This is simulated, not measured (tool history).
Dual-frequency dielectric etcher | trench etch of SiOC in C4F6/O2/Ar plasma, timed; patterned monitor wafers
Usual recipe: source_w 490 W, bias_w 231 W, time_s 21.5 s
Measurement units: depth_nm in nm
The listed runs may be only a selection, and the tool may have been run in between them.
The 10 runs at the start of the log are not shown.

| run | hour | source_w | bias_w | time_s | read-back reference wafer on the same gauge, depth_nm | depth_nm |
|---|---|---|---|---|---|---|
| 11 | 415.1 | 490 | 231 | 18 | 64.5 | 43.9 |
| 12 | 441.1 | 490 | 231 | 21.5 | 64.5 | 52.6 |
| 13 | 495 | 490 | 231 | 21.5 | 64.5 | 52.8 |
| 14 | 560.4 | 490 | 231 | 21.5 | 64.5 | 52.9 |
|  | 598.5 | wet clean of the chamber |
| 15 | 599 | 370 | 254 | 19.5 | 64.5 | 42.1 |
|  | 652.5 | gauge calibrated |
|  | 660.1 | source power generator calibrated |
| 16 | 665.6 | 490 | 231 | 21.5 | 64.5 | 54 |
| 17 | 715.4 | 410 | 255 | 21.5 | 64.5 | 51 |
|  | 756.1 | upper electrode replaced |
| 18 | 769 | 490 | 231 | 21.5 | 64.5 | 54.2 |
| 19 | 832.1 | 540 | 196 | 19 | 64.6 | 47.9 |
| 20 | 899.2 | 400 | 214 | 26.5 | 64.5 | 58.4 |
| 21 | 947.6 | 390 | 178 | 16 | 64.5 | 32.5 |
| 22 | 983.4 | 450 | 231 | 20 | 64.5 | 48 |

For run 23, what comes out?
|  | 1011.7 | wet clean of the chamber |
| 23 | 1012.2 | 490 | 202 | 21.5 | ? | ? |

Run 23 yielded read-back reference wafer on the same gauge, depth_nm 64.4, depth_nm 52.1 nm.
Were there no unlogged condition in the tool, this run, its random variation unchanged, would have produced depth_nm 51.5 nm.
